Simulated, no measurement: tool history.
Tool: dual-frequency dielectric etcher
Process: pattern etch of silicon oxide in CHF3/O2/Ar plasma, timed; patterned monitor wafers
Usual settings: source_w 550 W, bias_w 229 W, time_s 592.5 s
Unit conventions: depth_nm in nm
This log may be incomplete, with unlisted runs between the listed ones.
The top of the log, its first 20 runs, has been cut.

| run | hour | source_w | bias_w | time_s | read-back reference wafer on the same gauge, depth_nm | depth_nm |
|---|---|---|---|---|---|---|
| 21 | 486.9 | 620 | 248 | 482 | 1629 | 1217.1 |
| 22 | 505.9 | 550 | 198 | 443.5 | 1630.1 | 1028.9 |
|  | 536.3 | gauge calibrated |
| 23 | 538.2 | 490 | 273 | 768 | 1628.9 | 1813.3 |
| 24 | 566.1 | 550 | 263 | 433.5 | 1628.1 | 1064.1 |
| 25 | 592.7 | 600 | 276 | 765.5 | 1629.2 | 1978.6 |
| 26 | 608.6 | 550 | 229 | 680.5 | 1631.5 | 1630.3 |
|  | 665.7 | wet clean of the chamber |
| 27 | 666.2 | 440 | 258 | 459 | 1632.6 | 1031.6 |
| 28 | 675.3 | 550 | 229 | 592.5 | 1627.2 | 1410.6 |
| 29 | 688.1 | 550 | 203 | 592.5 | 1630.8 | 1378 |
| 30 | 723.2 | 550 | 190 | 535.5 | 1628.1 | 1232.7 |
| 31 | 752.4 | 690 | 273 | 497 | 1629.1 | 1357.2 |

3 ways to go on from here, each from the tool as it stands after run 31. What would each give?
| A | 753 | 550 | 262 | 592.5 | ? | ? |
| B | 753 | 590 | 281 | 663.5 | ? | ? |
| C | 753 | 550 | 229 | 439.5 | ? | ? |

| run | read-back reference wafer on the same gauge, depth_nm | depth_nm |
|---|---|---|
| A | 1629.4 | 1464.5 |
| B | 1629.4 | 1711.9 |
| C | 1629.4 | 1056.4 |
Had the tool no hidden state, the same runs would have come out as:
| run | depth_nm |
|---|---|
| A | 1464.5 |
| B | 1711.9 |
| C | 1056.4 |

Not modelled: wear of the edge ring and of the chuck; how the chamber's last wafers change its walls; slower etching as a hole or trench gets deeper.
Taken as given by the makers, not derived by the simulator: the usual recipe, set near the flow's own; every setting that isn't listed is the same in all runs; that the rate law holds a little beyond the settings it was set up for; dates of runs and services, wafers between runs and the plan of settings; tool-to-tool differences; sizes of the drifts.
